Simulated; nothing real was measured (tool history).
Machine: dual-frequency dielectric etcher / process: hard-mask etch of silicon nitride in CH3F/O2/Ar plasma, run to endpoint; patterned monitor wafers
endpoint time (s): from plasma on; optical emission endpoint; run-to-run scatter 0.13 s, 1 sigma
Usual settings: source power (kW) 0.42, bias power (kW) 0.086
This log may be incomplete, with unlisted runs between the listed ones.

| run | day | source power (kW) | bias power (kW) | incoming incoming film thickness, nm | endpoint time (s) |
|---|---|---|---|---|---|
| 1 | 0 | 0.42 | 0.101 | 31.41 | 37.6 |
| 2 | 0.483 | 0.42 | 0.078 | 31.25 | 41.3 |
| 3 | 0.808 | 0.42 | 0.078 | 31.66 | 42.1 |
| 4 | 1.338 | 0.5 | 0.086 | 31.53 | 37 |
| 5 | 1.617 | 0.35 | 0.086 | 31.46 | 43.6 |
| 6 | 1.908 | 0.35 | 0.086 | 31.1 | 43 |
| 7 | 2.417 | 0.35 | 0.086 | 31.4 | 43.5 |
| 8 | 2.821 | 0.42 | 0.086 | 31.51 | 40.2 |
|  | 4.367 | source power generator calibrated |
|  | 4.433 | wet clean of the chamber |
| 9 | 4.454 | 0.42 | 0.086 | 31.5 | 42.2 |
| 10 | 4.467 | 0.42 | 0.086 | 31.44 | 42 |
| 11 | 4.483 | 0.42 | 0.086 | 31.25 | 41.9 |
| 12 | 5.025 | 0.42 | 0.086 | 31.14 | 41.5 |
| 13 | 5.65 | 0.42 | 0.086 | 31.73 | 42.3 |
|  | 6.862 | upper electrode replaced |
| 14 | 6.883 | 0.42 | 0.086 | 31.51 | 41.9 |
| 15 | 6.9 | 0.42 | 0.074 | 31.2 | 44.1 |
| 16 | 6.912 | 0.46 | 0.099 | 31.29 | 37.8 |
| 17 | 7.304 | 0.42 | 0.086 | 31.62 | 41.9 |
| 18 | 7.788 | 0.42 | 0.086 | 31.32 | 41.5 |
|  | 8.1 | bias power generator calibrated |
| 19 | 8.329 | 0.42 | 0.086 | 31.6 | 41.9 |
| 20 | 8.988 | 0.33 | 0.099 | 31.49 | 44.1 |
| 21 | 9.517 | 0.36 | 0.102 | 31.29 | 41.4 |
| 22 | 9.904 | 0.49 | 0.099 | 31.43 | 36.4 |
| 23 | 10.558 | 0.37 | 0.098 | 31.06 | 41.1 |
| 24 | 11.075 | 0.42 | 0.086 | 31.44 | 41.6 |
| 25 | 11.8 | 0.34 | 0.078 | 31.5 | 47.7 |
| 26 | 12.167 | 0.35 | 0.076 | 31.74 | 47.8 |
| 27 | 12.796 | 0.39 | 0.106 | 31.27 | 39.1 |
| 28 | 13.517 | 0.38 | 0.073 | 31.36 | 46.1 |

What if the next run were any one of these 3? Each begins from the tool's condition after run 28:
| A | 13.533 | 0.42 | 0.095 | 31.57 | ? |
| B | 13.533 | 0.45 | 0.065 | 31.57 | ? |
| C | 13.533 | 0.33 | 0.078 | 31.57 | ? |

| run | endpoint time (s) |
|---|---|
| A | 39.8 |
| B | 44.9 |
| C | 48.4 |
With no hidden state in the tool, these same runs would have given:
| run | endpoint time (s) |
|---|---|
| A | 40.5 |
| B | 45.8 |
| C | 49.3 |

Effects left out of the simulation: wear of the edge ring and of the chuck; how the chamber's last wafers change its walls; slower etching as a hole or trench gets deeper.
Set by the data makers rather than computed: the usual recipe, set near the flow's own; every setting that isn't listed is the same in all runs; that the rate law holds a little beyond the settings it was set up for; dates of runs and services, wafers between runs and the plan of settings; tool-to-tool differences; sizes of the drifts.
